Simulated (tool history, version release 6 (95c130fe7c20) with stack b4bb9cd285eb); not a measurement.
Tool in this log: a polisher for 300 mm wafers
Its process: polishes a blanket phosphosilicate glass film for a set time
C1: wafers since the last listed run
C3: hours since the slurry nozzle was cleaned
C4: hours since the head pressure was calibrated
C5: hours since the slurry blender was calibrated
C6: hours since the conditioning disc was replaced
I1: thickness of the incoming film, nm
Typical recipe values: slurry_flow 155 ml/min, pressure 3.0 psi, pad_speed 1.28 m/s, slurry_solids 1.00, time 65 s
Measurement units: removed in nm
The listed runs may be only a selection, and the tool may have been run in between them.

Run 1, day 0.000: usual settings but slurry_flow 115 ml/min, slurry_solids 1.10; C1 0; wafers polished on this pad 1636; C3 123.5; C4 137.7; C5 460.4; C6 340.5; I1 3458.8. Result: removed 547.5 nm.
Run 2, day 2.925: usual settings but slurry_flow 195 ml/min, pressure 2.5 psi; C1 512; wafers polished on this pad 2149; C3 193.7; C4 207.9; C5 530.6; C6 410.7; I1 3445.4. Result: removed 480.7 nm.
At day 3.292: slurry blender recalibrated.
Run 3, day 5.158: usual settings but slurry_flow 195 ml/min, pressure 2.5 psi; C1 376; wafers polished on this pad 2526; C3 247.3; C4 261.5; C5 44.8; C6 464.3; I1 3409.5. Result: removed 485.6 nm.
Run 4, day 7.221: usual settings but pressure 2.8 psi; C1 361; wafers polished on this pad 2887; C3 296.8; C4 311.0; C5 94.3; C6 513.8; I1 3395.9. Result: removed 524.7 nm.
At day 8.592: conditioning disc replaced and pad reconditioned.
Run 5, day 9.879: usual settings; C1 451; wafers polished on this pad 3339; C3 360.6; C4 374.8; C5 158.1; C6 30.9; I1 3426.1. Result: removed 563.8 nm.
Run 6, day 12.379: usual settings but pressure 3.4 psi, pad_speed 1.40 m/s; C1 438; wafers polished on this pad 3777; C3 420.6; C4 434.8; C5 218.1; C6 90.9; I1 3415.7. Result: removed 685.7 nm.
At day 14.300: worn pad replaced by a new one.
Run 7, day 14.333: usual settings but pressure 3.6 psi, time 43 s; C1 313; wafers polished on this pad 5; C3 467.5; C4 481.7; C5 265.0; C6 137.8; I1 3388.8. Result: removed 441.7 nm.
Run 8, day 16.538: usual settings but pressure 3.6 psi, time 43 s; C1 386; wafers polished on this pad 392; C3 520.4; C4 534.6; C5 317.9; C6 190.7; I1 3476.8. Result: removed 451.4 nm.
Run 9, day 20.504: usual settings; C1 695; wafers polished on this pad 1087; C3 615.6; C4 629.8; C5 413.1; C6 285.9; I1 3465.8. Result: removed 562.7 nm.
At day 23.158: slurry nozzle cleaned.
Run 10, day 24.171: usual settings but slurry_solids 1.20; C1 635; wafers polished on this pad 1722; C3 24.3; C4 717.8; C5 501.1; C6 373.9; I1 3406.9. Result: removed 599.4 nm.
At day 25.550: head pressure recalibrated.
Run 11, day 27.579: usual settings but time 86 s; C1 582; wafers polished on this pad 2305; C3 106.1; C4 48.7; C5 582.9; C6 455.7; I1 3485.2. Result: removed 752.0 nm.
At day 31.221: slurry blender recalibrated.
Run 12, day 31.879: usual settings; C1 739; wafers polished on this pad 3044; C3 209.3; C4 151.9; C5 15.8; C6 558.9; I1 3478.7. Result: removed 563.1 nm.
At day 32.708: conditioning disc replaced and pad reconditioned.
Run 13, day 35.171: usual settings but slurry_solids 1.25; C1 562; wafers polished on this pad 3606; C3 288.3; C4 230.9; C5 94.8; C6 59.1; I1 3408.7. Result: removed 613.2 nm.
Run 14, day 37.783: usual settings but slurry_flow 195 ml/min; C1 457; wafers polished on this pad 4064; C3 351.0; C4 293.6; C5 157.5; C6 121.8; I1 3459.1. Result: removed 582.4 nm.
At day 39.175: worn pad replaced by a new one.
At day 46.804: slurry nozzle cleaned.
Run 15, day 47.333: usual settings but pad_speed 1.60 m/s; C1 1637; wafers polished on this pad 1422; C3 12.7; C4 522.8; C5 386.7; C6 351.0; I1 3410.5. Result: removed 678.4 nm.
At day 50.633: head pressure recalibrated.
Run 16, day 51.758: usual settings but pressure 2.1 psi, pad_speed 1.64 m/s; C1 760; wafers polished on this pad 2183; C3 118.9; C4 27.0; C5 492.9; C6 457.2; I1 3459.3. Result: removed 475.5 nm.
Run 17, day 53.958: usual settings but slurry_flow 205 ml/min, pad_speed 1.48 m/s, slurry_solids 0.75, time 85 s; C1 385; wafers polished on this pad 2569; C3 171.7; C4 79.8; C5 545.7; C6 510.0; I1 3462.2. Result: removed 766.6 nm.
Run 18, day 56.179: usual settings but slurry_flow 195 ml/min, pad_speed 1.70 m/s; C1 389; wafers polished on this pad 2958; C3 225.0; C4 133.1; C5 599.0; C6 563.3; I1 3422.3. Result: removed 724.5 nm.
At day 56.525: slurry blender recalibrated.
Run 19, day 59.471: usual settings but pad_speed 0.86 m/s, time 78 s; C1 562; wafers polished on this pad 3520; C3 304.0; C4 212.1; C5 70.7; C6 642.3; I1 3393.4. Result: removed 482.8 nm.
At day 60.775: conditioning disc replaced and pad reconditioned.
Run 20, day 62.108: usual settings; C1 447; wafers polished on this pad 3968; C3 367.3; C4 275.4; C5 134.0; C6 32.0; I1 3522.9. Result: removed 558.1 nm.
At day 62.762: worn pad replaced by a new one.
Run 21, day 63.929: usual settings but pad_speed 1.46 m/s, slurry_solids 1.30; C1 289; wafers polished on this pad 204; C3 411.0; C4 319.1; C5 177.7; C6 75.7; I1 3505.6. Result: removed 696.5 nm.
Run 22, day 65.675: usual settings but pressure 2.4 psi, pad_speed 1.66 m/s; C1 305; wafers polished on this pad 510; C3 452.9; C4 361.0; C5 219.6; C6 117.6; I1 3438.5. Result: removed 550.8 nm.
At day 69.883: slurry nozzle cleaned.
Run 23, day 71.129: usual settings; C1 948; wafers polished on this pad 1459; C3 29.9; C4 491.9; C5 350.5; C6 248.5; I1 3494.1. Result: removed 558.8 nm.
Run 24, day 73.808: usual settings; C1 469; wafers polished on this pad 1928; C3 94.2; C4 556.2; C5 414.8; C6 312.8; I1 3448.8. Result: removed 559.9 nm.
At day 75.858: head pressure recalibrated.
Run 25, day 78.288: usual settings but time 54 s; C1 770; wafers polished on this pad 2699; C3 201.7; C4 58.3; C5 522.3; C6 420.3; I1 3405.6. Result: removed 464.4 nm.

Predict each of these 4 candidate next runs independently; none follows another, all start after run 25:
Run A, day 78.304: usual settings; C1 2; wafers polished on this pad 2702; C3 202.1; C4 58.7; C5 522.7; C6 420.7; I1 3496.0. Result: removed ?.
Run B, day 78.304: usual settings but pressure 2.5 psi; C1 2; wafers polished on this pad 2702; C3 202.1; C4 58.7; C5 522.7; C6 420.7; I1 3496.0. Result: removed ?.
Run C, day 78.304: usual settings but slurry_solids 1.15; C1 2; wafers polished on this pad 2702; C3 202.1; C4 58.7; C5 522.7; C6 420.7; I1 3496.0. Result: removed ?.
Run D, day 78.304: usual settings but slurry_flow 190 ml/min, pressure 3.8 psi, pad_speed 1.48 m/s, slurry_solids 0.80; C1 2; wafers polished on this pad 2702; C3 202.1; C4 58.7; C5 522.7; C6 420.7; I1 3496.0. Result: removed ?.

run  removed
  A    553.2
  B    461.0
  C    585.1
  D    739.3
Had the tool no hidden state, the same runs would have come out as:
run  removed
  A    553.2
  B    461.0
  C    585.1
  D    739.3
